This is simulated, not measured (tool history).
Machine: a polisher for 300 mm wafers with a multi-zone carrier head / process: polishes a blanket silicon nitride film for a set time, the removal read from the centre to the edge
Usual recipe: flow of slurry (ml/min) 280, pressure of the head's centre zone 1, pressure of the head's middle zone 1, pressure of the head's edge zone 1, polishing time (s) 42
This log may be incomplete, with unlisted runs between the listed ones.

| run | hour | flow of slurry (ml/min) | pressure of the head's centre zone | pressure of the head's middle zone | pressure of the head's edge zone | polishing time (s) | incoming thickness of the incoming film, nm | film removed at the wafer's centre (Å) | film removed at mid-radius (Å) | film removed at the wafer's edge (Å) |
|---|---|---|---|---|---|---|---|---|---|---|
| 1 | 0 | 280 | 1 | 0.97 | 1 | 42 | 430.8 | 671 | 663 | 675 |
| 2 | 49 | 280 | 1 | 1 | 1 | 31 | 427 | 482 | 493 | 496 |
| 3 | 123.7 | 280 | 1 | 1 | 1 | 31 | 427.2 | 474 | 490 | 496 |
|  | 252.7 | centre zone pressure recalibrated |
| 4 | 290.8 | 325 | 1 | 0.96 | 1.04 | 42 | 434.4 | 650 | 638 | 690 |
|  | 314.1 | slurry nozzle cleaned, repeated, since the last time left the tool worse |
|  | 326.7 | edge zone pressure recalibrated |
| 5 | 366.3 | 340 | 1 | 1 | 1 | 42 | 426 | 736 | 757 | 732 |
| 6 | 402.3 | 325 | 1 | 0.96 | 1.04 | 42 | 433.7 | 756 | 712 | 736 |
| 7 | 464.9 | 325 | 1.08 | 1 | 1.1 | 42 | 436.1 | 785 | 734 | 760 |
|  | 507.8 | worn pad replaced by a new one |
| 8 | 518.5 | 350 | 1 | 1 | 1.12 | 42 | 433.2 | 736 | 741 | 774 |
| 9 | 556 | 280 | 0.91 | 1 | 1 | 42 | 428.9 | 654 | 734 | 706 |
| 10 | 595.5 | 280 | 1 | 1 | 1 | 42 | 433.1 | 719 | 731 | 724 |
| 11 | 640.6 | 280 | 1 | 1 | 1.04 | 29 | 421.4 | 488 | 488 | 506 |
|  | 682.6 | carrier head's membrane replaced by a new one |
| 12 | 735.3 | 280 | 1 | 1.06 | 1.09 | 42 | 430.3 | 712 | 758 | 748 |
|  | 763 | centre zone pressure recalibrated |
| 13 | 773.7 | 325 | 1 | 0.96 | 1 | 48 | 430.5 | 826 | 810 | 827 |
| 14 | 809.9 | 280 | 0.9 | 1 | 1 | 33 | 435.4 | 500 | 558 | 557 |
|  | 820 | slurry nozzle cleaned |
| 15 | 937 | 280 | 1 | 1 | 1 | 42 | 431.9 | 731 | 724 | 715 |
|  | 1111.7 | worn pad replaced by a new one |
| 16 | 1204.7 | 360 | 1.11 | 1.06 | 1 | 42 | 426.9 | 822 | 767 | 735 |
| 17 | 1293.1 | 280 | 1 | 1 | 1 | 29 | 423.1 | 508 | 490 | 489 |
|  | 1326.5 | centre zone pressure recalibrated |
|  | 1367.5 | slurry nozzle cleaned |
| 18 | 1385.9 | 280 | 1 | 1 | 1.1 | 56 | 432.2 | 979 | 982 | 1004 |
| 19 | 1427.9 | 280 | 1 | 1 | 0.9 | 46 | 433.4 | 815 | 802 | 756 |
| 20 | 1496.2 | 330 | 1 | 1 | 1 | 42 | 438.2 | 762 | 737 | 735 |
|  | 1582 | carrier head's membrane replaced by a new one |
| 21 | 1582.5 | 280 | 1 | 1 | 1 | 42 | 428.2 | 735 | 736 | 715 |

Pick out some run-to-run changes in film removed at the wafer's centre (Å). Of each, how much would a tool without hidden state show as well, from the settings, what came in and chance, and how much is left for the hidden state and any gauge scatter not in both results compared?
Unlogged tool condition in this case: removal rate lost through wear of the pad, %; slurry flow missing at the pad, %; deviation of the centre zone's pressure from its setpoint, %; deviation of the edge zone's pressure from its setpoint, %.
Run 3 -> 4: flow of slurry (ml/min) 280 -> 325, pressure of the head's middle zone 1 -> 0.96, pressure of the head's edge zone 1 -> 1.04, polishing time (s) 31 -> 42, centre zone pressure recalibrated. film removed at the wafer's centre (Å) +176: hidden state -28, all else +204.
Run 4 -> 5: flow of slurry (ml/min) 325 -> 340, pressure of the head's middle zone 0.96 -> 1, pressure of the head's edge zone 1.04 -> 1, slurry nozzle cleaned, repeated, since the last time left the tool worse, edge zone pressure recalibrated. film removed at the wafer's centre (Å) +86: hidden state +85, all else +1.
Run 13 -> 14: flow of slurry (ml/min) 325 -> 280, pressure of the head's centre zone 1 -> 0.9, pressure of the head's middle zone 0.96 -> 1, polishing time (s) 48 -> 33. film removed at the wafer's centre (Å) -326: hidden state +3, all else -329.
Run 17 -> 18: pressure of the head's edge zone 1 -> 1.1, polishing time (s) 29 -> 56, centre zone pressure recalibrated, slurry nozzle cleaned. film removed at the wafer's centre (Å) +471: hidden state +8, all else +463.
